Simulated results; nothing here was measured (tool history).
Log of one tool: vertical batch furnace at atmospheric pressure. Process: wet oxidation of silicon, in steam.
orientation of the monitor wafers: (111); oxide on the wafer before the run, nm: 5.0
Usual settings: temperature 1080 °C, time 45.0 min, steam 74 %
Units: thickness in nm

| run | hour | temperature | time | steam | read-back reference wafer on the same gauge, thickness | thickness |
|---|---|---|---|---|---|---|
| 1 | 0.0 | 1080 | 45.0 | 69 | 601.69 | 559.83 |
| 2 | 62.4 | 1080 | 45.0 | 81 | 601.51 | 613.65 |
| 3 | 117.4 | 1080 | 45.0 | 81 | 601.39 | 611.87 |
| 4 | 197.6 | 1072 | 45.0 | 74 | 600.88 | 563.99 |
| 5 | 294.4 | 1080 | 45.0 | 74 | 601.49 | 578.74 |
| 6 | 331.5 | 1080 | 45.0 | 74 | 601.34 | 581.35 |
| 7 | 417.2 | 1080 | 45.0 | 74 | 600.89 | 585.55 |
| 8 | 512.8 | 1080 | 45.0 | 74 | 602.28 | 583.62 |
| 9 | 598.5 | 1080 | 45.0 | 74 | 601.90 | 581.93 |
| 10 | 668.7 | 1080 | 45.0 | 74 | 601.76 | 585.29 |
| 11 | 721.2 | 1080 | 45.0 | 74 | 601.06 | 582.01 |
| 12 | 818.8 | 1080 | 45.0 | 74 | 600.64 | 580.86 |
|  | 832.2 | gauge calibrated |
| 13 | 899.2 | 1080 | 55.5 | 74 | 601.04 | 650.38 |
| 14 | 970.5 | 1080 | 55.5 | 74 | 600.14 | 656.27 |
| 15 | 1041.0 | 1080 | 55.5 | 74 | 602.35 | 658.89 |
| 16 | 1123.0 | 1080 | 45.0 | 74 | 601.47 | 585.56 |
| 17 | 1223.3 | 1080 | 45.0 | 74 | 600.56 | 586.27 |
| 18 | 1261.7 | 1072 | 45.0 | 74 | 600.54 | 567.51 |
|  | 1295.1 | steam generator serviced |
| 19 | 1332.4 | 1071 | 25.5 | 74 | 601.47 | 420.46 |
| 20 | 1379.1 | 1080 | 45.0 | 68 | 600.57 | 572.64 |
| 21 | 1428.5 | 1103 | 45.0 | 62 | 600.87 | 593.01 |
| 22 | 1468.9 | 1080 | 32.5 | 74 | 600.56 | 501.88 |
| 23 | 1509.7 | 1080 | 45.0 | 74 | 600.72 | 600.84 |
|  | 1556.3 | thermocouples replaced and temperature profile calibrated |
| 24 | 1606.4 | 1089 | 45.0 | 78 | 600.91 | 624.89 |
| 25 | 1685.1 | 1080 | 30.5 | 68 | 600.96 | 450.98 |
| 26 | 1745.8 | 1092 | 37.5 | 86 | 601.30 | 604.70 |
| 27 | 1806.6 | 1080 | 45.0 | 74 | 601.69 | 586.40 |
| 28 | 1877.6 | 1066 | 39.0 | 62 | 600.75 | 463.27 |
| 29 | 1927.1 | 1104 | 59.0 | 74 | 600.89 | 735.97 |
| 30 | 1981.7 | 1090 | 63.0 | 74 | 600.36 | 730.42 |
| 31 | 2049.7 | 1069 | 45.0 | 78 | 601.57 | 578.62 |
| 32 | 2124.9 | 1080 | 45.0 | 74 | 600.64 | 588.18 |
| 33 | 2170.0 | 1080 | 45.0 | 74 | 600.87 | 583.34 |
| 34 | 2270.5 | 1090 | 38.0 | 84 | 601.39 | 594.72 |
| 35 | 2334.6 | 1059 | 45.0 | 78 | 600.65 | 551.99 |
| 36 | 2379.5 | 1055 | 36.0 | 74 | 600.77 | 463.90 |
| 37 | 2459.3 | 1080 | 52.5 | 74 | 600.99 | 640.63 |
| 38 | 2540.0 | 1095 | 63.0 | 80 | 600.91 | 772.05 |
| 39 | 2636.0 | 1091 | 45.0 | 74 | 601.11 | 611.16 |

Forecast each of these 3 alternatives for the next run:
| A | 2640.0 | 1070 | 45.0 | 74 | ? | ? |
| B | 2640.0 | 1073 | 64.0 | 67 | ? | ? |
| C | 2640.0 | 1074 | 59.5 | 84 | ? | ? |

| run | read-back reference wafer on the same gauge, thickness | thickness |
|---|---|---|
| A | 601.44 | 561.36 |
| B | 601.44 | 654.13 |
| C | 601.44 | 714.46 |
Without the tool's hidden state the same runs would have given:
| run | thickness |
|---|---|
| A | 564.86 |
| B | 658.44 |
| C | 719.28 |
